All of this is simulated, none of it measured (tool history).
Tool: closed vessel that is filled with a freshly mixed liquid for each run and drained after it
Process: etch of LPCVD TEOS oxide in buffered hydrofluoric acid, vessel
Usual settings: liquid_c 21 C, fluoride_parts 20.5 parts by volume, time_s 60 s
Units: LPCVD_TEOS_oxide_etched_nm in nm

run,hour,liquid_c,fluoride_parts,time_s,wafers since the last listed run,hours since the thermometer was replaced,hours since the hydrofluoric acid flow meter was replaced,hours since the gauge calibration,"read-back film thickness of the LPCVD TEOS oxide reference wafer, read on the same gauge (nm)",LPCVD_TEOS_oxide_etched_nm
1,0,21,20.5,60,0,2054.1,719.4,303,59.98,38.7
2,26.9,21,20.5,60,3635,2081,746.3,329.9,60.02,39.3
3,56.6,21,20.5,60,4013,2110.7,776,359.6,60,38.96
4,80.8,21,20.5,60,3270,2134.9,800.2,383.8,60.02,38.63
5,107.2,21,20.5,60,3567,2161.3,826.6,410.2,60.01,38.13
6,125,21,25,50,2405,2179.1,844.4,428,60,27.53
7,149.9,21,25,50,3364,2204,869.3,452.9,60.01,27.84
8,169.2,21,25,50,2608,2223.3,888.6,472.2,60.01,27.9
# hour 201.2: hydrofluoric acid flow meter replaced
9,212.6,21,23,60,5729,2266.7,11.4,515.6,60.01,38.45
10,226,21,23,60,1810,2280.1,24.8,529,60.01,38.52
11,253,21,20.5,60,3648,2307.1,51.8,556,60.03,41.52
# hour 259.7: gauge calibrated
# hour 260.1: thermometer replaced
12,283.8,21,20.5,60,4026,23.7,82.6,24.1,60.03,49.34
13,310.7,21,20.5,60,3635,50.6,109.5,51,60.05,48.12
14,339.2,21,20.5,60,3851,79.1,138,79.5,59.95,48.66
15,362.2,21,25,50,3108,102.1,161,102.5,60.02,35.25
16,397.2,21,20.5,60,4729,137.1,196,137.5,60,48.31
17,420.2,19,22.5,85,3108,160.1,219,160.5,59.99,57.74
18,452.8,19,12.5,70,4405,192.7,251.6,193.1,59.99,79.32
19,482.9,21,20.5,60,4067,222.8,281.7,223.2,60.01,47.5
20,501.6,21,20.5,30,2526,241.5,300.4,241.9,60.01,23.59
21,521.2,21,23,75,2648,261.1,320,261.5,60.01,53.42
22,548.4,23,20.5,60,3675,288.3,347.2,288.7,59.96,53.02
23,561.5,17,14.5,50,1770,301.4,360.3,301.8,60.02,42.32
24,574.4,21,20.5,60,1743,314.3,373.2,314.7,59.98,46.33
25,599.2,21,15.5,70,3351,339.1,398,339.5,60.01,69.28
26,616.9,17,24.5,60,2391,356.8,415.7,357.2,59.97,32.75
27,637.3,21,15.5,70,2756,377.2,436.1,377.6,59.96,69.18
28,657.4,21,20.5,50,2716,397.3,456.2,397.7,59.98,38.16

4 ways to go on from here, each from the tool as it stands after run 28. What would each give?
A,658.1,18,20.5,60,94,398,456.9,398.4,?,?
B,658.1,25.5,15,75,94,398,456.9,398.4,?,?
C,658.1,18,23,70,94,398,456.9,398.4,?,?
D,658.1,18.5,13.5,50,94,398,456.9,398.4,?,?

run,"read-back film thickness of the LPCVD TEOS oxide reference wafer, read on the same gauge (nm)",LPCVD_TEOS_oxide_etched_nm
A,59.97,38.45
B,59.97,96.38
C,59.97,41.43
D,59.97,48.31
Without the tool's hidden state the same runs would have given:
run,LPCVD_TEOS_oxide_etched_nm
A,41.77
B,106.91
C,45
D,53.66
